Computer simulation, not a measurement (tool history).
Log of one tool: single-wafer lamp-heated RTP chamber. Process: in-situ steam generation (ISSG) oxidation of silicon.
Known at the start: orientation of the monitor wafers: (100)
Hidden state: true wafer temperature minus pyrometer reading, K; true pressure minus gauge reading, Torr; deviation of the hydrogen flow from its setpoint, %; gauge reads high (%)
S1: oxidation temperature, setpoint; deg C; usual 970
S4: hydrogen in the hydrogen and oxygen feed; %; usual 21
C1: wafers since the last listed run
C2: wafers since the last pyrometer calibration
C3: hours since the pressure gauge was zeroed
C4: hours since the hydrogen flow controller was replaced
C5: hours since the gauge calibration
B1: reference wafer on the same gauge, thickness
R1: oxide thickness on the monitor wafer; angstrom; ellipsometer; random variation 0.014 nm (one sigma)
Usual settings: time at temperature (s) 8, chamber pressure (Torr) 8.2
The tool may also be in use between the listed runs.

Run 1, hour 0: usual settings; C1 0; C2 3190; C3 3418.8; C4 6327.1; C5 71.8; B1 3.689. Result: R1 37.54 angstrom.
Run 2, hour 22.4: usual settings but chamber pressure (Torr) 9.2, S4 17 %; C1 192; C2 3383; C3 3441.2; C4 6349.5; C5 94.2; B1 3.691. Result: R1 35.62 angstrom.
Run 3, hour 33.5: usual settings but chamber pressure (Torr) 9.2, S4 17 %; C1 95; C2 3478; C3 3452.3; C4 6360.6; C5 105.3; B1 3.688. Result: R1 35.57 angstrom.
Run 4, hour 40.4: usual settings but chamber pressure (Torr) 9.2, S4 17 %; C1 59; C2 3537; C3 3459.2; C4 6367.5; C5 112.2; B1 3.688. Result: R1 35.45 angstrom.
Run 5, hour 46.4: usual settings; C1 51; C2 3589; C3 3465.2; C4 6373.5; C5 118.2; B1 3.691. Result: R1 37.75 angstrom.
Run 6, hour 62.2: usual settings; C1 135; C2 3725; C3 3481; C4 6389.3; C5 134; B1 3.689. Result: R1 37.46 angstrom.
Run 7, hour 79.5: usual settings; C1 148; C2 3873; C3 3498.3; C4 6406.6; C5 151.3; B1 3.691. Result: R1 37.78 angstrom.
Run 8, hour 87.4: usual settings; C1 67; C2 3941; C3 3506.2; C4 6414.5; C5 159.2; B1 3.692. Result: R1 38.03 angstrom.
Run 9, hour 96.7: usual settings; C1 79; C2 4021; C3 3515.5; C4 6423.8; C5 168.5; B1 3.684. Result: R1 37.68 angstrom.
At hour 127.5: pressure gauge zeroed.
Run 10, hour 146: usual settings; C1 355; C2 4376; C3 18.5; C4 6473.1; C5 217.8; B1 3.688. Result: R1 37.52 angstrom.
At hour 149.5: gauge calibrated.
Run 11, hour 157.7: usual settings; C1 100; C2 4477; C3 30.2; C4 6484.8; C5 8.2; B1 3.69. Result: R1 37.78 angstrom.
Run 12, hour 173.5: usual settings; C1 135; C2 4613; C3 46; C4 6500.6; C5 24; B1 3.693. Result: R1 37.92 angstrom.
Run 13, hour 185.6: usual settings but S1 956 deg C; C1 104; C2 4717; C3 58.1; C4 6512.7; C5 36.1; B1 3.691. Result: R1 36.79 angstrom.
At hour 194.6: hydrogen flow controller replaced.
At hour 221: pyrometer window cleaned and pyrometer calibrated.
Run 14, hour 238.9: usual settings; C1 320; C2 154; C3 111.4; C4 44.3; C5 89.4; B1 3.689. Result: R1 38.33 angstrom.
Run 15, hour 251.8: usual settings but S1 952 deg C, time at temperature (s) 7; C1 110; C2 264; C3 124.3; C4 57.2; C5 102.3; B1 3.69. Result: R1 34.79 angstrom.
At hour 271.5: pyrometer window cleaned and pyrometer calibrated, repeated, since the last time left the tool worse.
Run 16, hour 272: usual settings but chamber pressure (Torr) 6.9, S4 14 %; C1 104; C2 3; C3 144.5; C4 77.4; C5 122.5; B1 3.69. Result: R1 33.17 angstrom.
Run 17, hour 291.1: usual settings; C1 164; C2 168; C3 163.6; C4 96.5; C5 141.6; B1 3.685. Result: R1 37.23 angstrom.
Run 18, hour 300: usual settings; C1 76; C2 244; C3 172.5; C4 105.4; C5 150.5; B1 3.686. Result: R1 37.41 angstrom.
Run 19, hour 317.3: usual settings but S1 961 deg C, time at temperature (s) 11, chamber pressure (Torr) 7, S4 28 %; C1 148; C2 393; C3 189.8; C4 122.7; C5 167.8; B1 3.696. Result: R1 44.53 angstrom.
Run 20, hour 329.3: usual settings; C1 103; C2 496; C3 201.8; C4 134.7; C5 179.8; B1 3.691. Result: R1 37.39 angstrom.
Run 21, hour 342.9: usual settings but S4 29 %; C1 116; C2 613; C3 215.4; C4 148.3; C5 193.4; B1 3.691. Result: R1 40.68 angstrom.
Run 22, hour 352.1: usual settings; C1 79; C2 692; C3 224.6; C4 157.5; C5 202.6; B1 3.691. Result: R1 37.29 angstrom.
Run 23, hour 368.6: usual settings but chamber pressure (Torr) 9.3, S4 27 %; C1 141; C2 834; C3 241.1; C4 174; C5 219.1; B1 3.687. Result: R1 39.74 angstrom.
Run 24, hour 383: usual settings but time at temperature (s) 5, chamber pressure (Torr) 6.9, S4 31 %; C1 123; C2 958; C3 255.5; C4 188.4; C5 233.5; B1 3.688. Result: R1 35.33 angstrom.

Run 25 comes next. What will it give?
Run 25, hour 396.5: usual settings but S1 954 deg C; C1 116; C2 1074; C3 269; C4 201.9; C5 247; B1 ?. Result: R1 ?.

Run 25 gave B1 3.688, R1 36.19 angstrom.
Without the tool's hidden state the same run would have given R1 36.03 angstrom.
